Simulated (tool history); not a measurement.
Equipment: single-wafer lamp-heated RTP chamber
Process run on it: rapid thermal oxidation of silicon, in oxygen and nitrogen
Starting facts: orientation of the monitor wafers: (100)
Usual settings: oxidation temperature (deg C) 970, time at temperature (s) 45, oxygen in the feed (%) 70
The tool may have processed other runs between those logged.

run,hour,oxidation temperature (deg C),time at temperature (s),oxygen in the feed (%),wafers since the last listed run,wafers since the last pyrometer calibration,hours since the oxygen flow controller was replaced,hours since the gauge calibration,"read-back reference wafer on the same gauge, thickness",oxide thickness on the monitor wafer (nm)
1,0,970,45,70,0,690,1498.8,248.7,4.468,3.983
2,33.4,970,45,70,683,1373,1532.2,282.1,4.471,4.012
3,50.4,970,45,70,347,1721,1549.2,299.1,4.465,3.997
4,83.8,970,45,70,683,2405,1582.6,332.5,4.468,4.001
5,98.8,970,45,70,306,2712,1597.6,347.5,4.47,4.029
6,124.5,970,60,91,525,3237,1623.3,373.2,4.467,4.904
7,149,970,45,70,501,3739,1647.8,397.7,4.47,4.016
8,177.1,970,45,70,574,4314,1675.9,425.8,4.471,4.025
9,211.2,957,45,70,697,5011,1710,459.9,4.468,3.717
10,304.6,957,45,70,1911,6922,1803.4,553.3,4.469,3.703
# hour 312.7: gauge calibrated
# hour 318.1: pyrometer window cleaned and pyrometer calibrated
11,331.3,970,37,70,382,270,1830.1,18.6,4.468,3.689
12,365,970,37,70,689,959,1863.8,52.3,4.47,3.684
13,382.9,970,45,54,366,1326,1881.7,70.2,4.47,3.705
14,396.7,970,45,54,282,1608,1895.5,84,4.477,3.713
15,411.9,970,45,54,311,1919,1910.7,99.2,4.468,3.724
16,426,970,52,70,288,2207,1924.8,113.3,4.469,4.25
17,453.2,970,52,70,556,2764,1952,140.5,4.474,4.261
18,479.4,970,45,70,536,3300,1978.2,166.7,4.475,4.016
19,505.7,984,65,81,538,3838,2004.5,193,4.477,5.421
20,540.6,949,52,70,714,4552,2039.4,227.9,4.47,3.707
21,566,970,37,70,519,5072,2064.8,253.3,4.475,3.732
22,578.5,970,45,70,255,5328,2077.3,265.8,4.472,4.025
23,591.1,959,45,70,257,5586,2089.9,278.4,4.466,3.752
24,604.9,952,63,49,282,5868,2103.7,292.2,4.471,3.694
25,640.6,990,58,96,730,6598,2139.4,327.9,4.474,5.724
# hour 660.3: oxygen flow controller replaced
26,674.4,982,64,78,527,7126,14.1,361.7,4.468,5.272
27,690.5,970,57,70,329,7456,30.2,377.8,4.474,4.451
28,720.8,970,45,70,619,8076,60.5,408.1,4.47,4.044
# hour 745: pyrometer window cleaned and pyrometer calibrated
29,745.5,970,45,70,341,10,85.2,432.8,4.47,3.955
30,764.9,970,45,70,396,407,104.6,452.2,4.471,3.984
31,798.3,945,38,62,683,1091,138,485.6,4.475,3.156
32,875.7,970,37,70,1583,2674,215.4,563,4.47,3.732
33,901.6,961,30,54,529,3204,241.3,588.9,4.468,3.1
34,921.4,982,55,98,405,3610,261.1,608.7,4.471,5.29
35,936.8,970,45,70,315,3925,276.5,624.1,4.472,4.017
36,965.1,989,58,82,579,4504,304.8,652.4,4.47,5.389
# hour 994.2: gauge calibrated
37,995.2,990,45,50,615,5120,334.9,1,4.473,4.136

Hidden state or all else? Some run-to-run changes of oxide thickness on the monitor wafer (nm), split into what the settings, what came in and random variation would give without the hidden state, and what is left for the hidden state (with any gauge scatter that isn't in both results):
Unlogged tool condition in this case: true wafer temperature minus pyrometer reading, K; deviation of the oxygen flow from its setpoint, %; gauge reads high (%).
Run 19 -> 20: oxidation temperature (deg C) 984 -> 949, time at temperature (s) 65 -> 52, oxygen in the feed (%) 81 -> 70. oxide thickness on the monitor wafer (nm) -1.714: hidden state -0.037, all else -1.677.
Run 24 -> 25: oxidation temperature (deg C) 952 -> 990, time at temperature (s) 63 -> 58, oxygen in the feed (%) 49 -> 96. oxide thickness on the monitor wafer (nm) +2.03: hidden state +0.06, all else +1.97.
Run 28 -> 29: pyrometer window cleaned and pyrometer calibrated. oxide thickness on the monitor wafer (nm) -0.089: hidden state -0.074, all else -0.015.
Run 33 -> 34: oxidation temperature (deg C) 961 -> 982, time at temperature (s) 30 -> 55, oxygen in the feed (%) 54 -> 98. oxide thickness on the monitor wafer (nm) +2.19: hidden state +0.062, all else +2.128.

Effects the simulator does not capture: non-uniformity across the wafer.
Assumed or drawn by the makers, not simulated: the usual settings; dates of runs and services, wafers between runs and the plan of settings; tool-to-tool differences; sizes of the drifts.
